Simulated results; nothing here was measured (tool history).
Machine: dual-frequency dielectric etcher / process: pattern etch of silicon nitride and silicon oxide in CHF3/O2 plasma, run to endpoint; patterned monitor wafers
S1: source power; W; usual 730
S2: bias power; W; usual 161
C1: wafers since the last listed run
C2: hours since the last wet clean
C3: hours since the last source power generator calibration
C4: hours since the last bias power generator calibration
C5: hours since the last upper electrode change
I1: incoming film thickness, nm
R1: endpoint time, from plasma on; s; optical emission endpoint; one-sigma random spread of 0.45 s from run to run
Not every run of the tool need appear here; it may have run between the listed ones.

run    hour   S1   S2    C1     C2      C3      C4      C5     I1     R1
  1     0.0  730  161     0  450.5  2334.5   774.2  1477.2  166.7  105.5
  2    75.7  730  161   415  526.2  2410.2   849.9  1552.9  168.1  106.7
  3   154.7  730  161   433  605.2  2489.2   928.9  1631.9  167.6  106.6
  4   217.9  730  161   346  668.4  2552.4   992.1  1695.1  168.4  106.2
      245.2  -- wet clean of the chamber
  5   272.5  730  161   167   27.3  2607.0  1046.7  1749.7  167.2  106.0
  6   316.4  820  161   240   71.2  2650.9  1090.6  1793.6  167.7   99.9
  7   398.7  820  161   451  153.5  2733.2  1172.9  1875.9  166.8   99.0
  8   444.7  850  191   252  199.5  2779.2  1218.9  1921.9  165.8   91.9
  9   510.6  850  191   361  265.4  2845.1  1284.8  1987.8  167.8   93.2
 10   612.8  850  191   560  367.6  2947.3  1387.0  2090.0  167.6   93.0
 11   674.2  730  161   336  429.0  3008.7  1448.4  2151.4  167.0  105.1
 12   745.2  730  182   389  500.0  3079.7  1519.4  2222.4  167.8  102.3
      768.8  -- source power generator calibrated
 13   785.0  730  161   196  539.8    16.2  1559.2  2262.2  167.4  107.4
      971.7  -- wet clean of the chamber
 14  1081.4  730  161  1494  109.7   312.6  1855.6  2558.6  168.2  108.4
 15  1142.2  850  127   333  170.5   373.4  1916.4  2619.4  168.0  106.3
 16  1209.8  730  161   370  238.1   441.0  1984.0  2687.0  166.2  106.5
     1255.2  -- upper electrode replaced
 17  1257.6  910  122   130  285.9   488.8  2031.8     2.4  168.8  103.9
 18  1363.7  620  145   582  392.0   594.9  2137.9   108.5  168.3  123.1
 19  1412.6  730  161   268  440.9   643.8  2186.8   157.4  166.8  108.1
 20  1510.1  730  146   534  538.4   741.3  2284.3   254.9  167.4  110.0
     1527.5  -- bias power generator calibrated
 21  1568.5  820  178   298  596.8   799.7    41.0   313.3  165.0   96.7
     1661.5  -- wet clean of the chamber
 22  1674.3  730  161   448   12.8   905.5   146.8   419.1  168.5  109.2
 23  1714.9  580  147   222   53.4   946.1   187.4   459.7  168.6  126.6
 24  1781.3  600  197   364  119.8  1012.5   253.8   526.1  167.8  114.9
 25  1822.5  820  186   226  161.0  1053.7   295.0   567.3  169.2   97.6
 26  1911.3  730  179   487  249.8  1142.5   383.8   656.1  167.1  104.7

Run 27, settings as shown, results not yet in. Your forecast:
 27  2108.9  560  186  1084  447.4  1340.1  581.4  853.7  166.7   ?

Run 27 measured R1 119.1 s.
On a tool with no hidden condition, and with the same random variation, this run would have come out at R1 119.9 s.
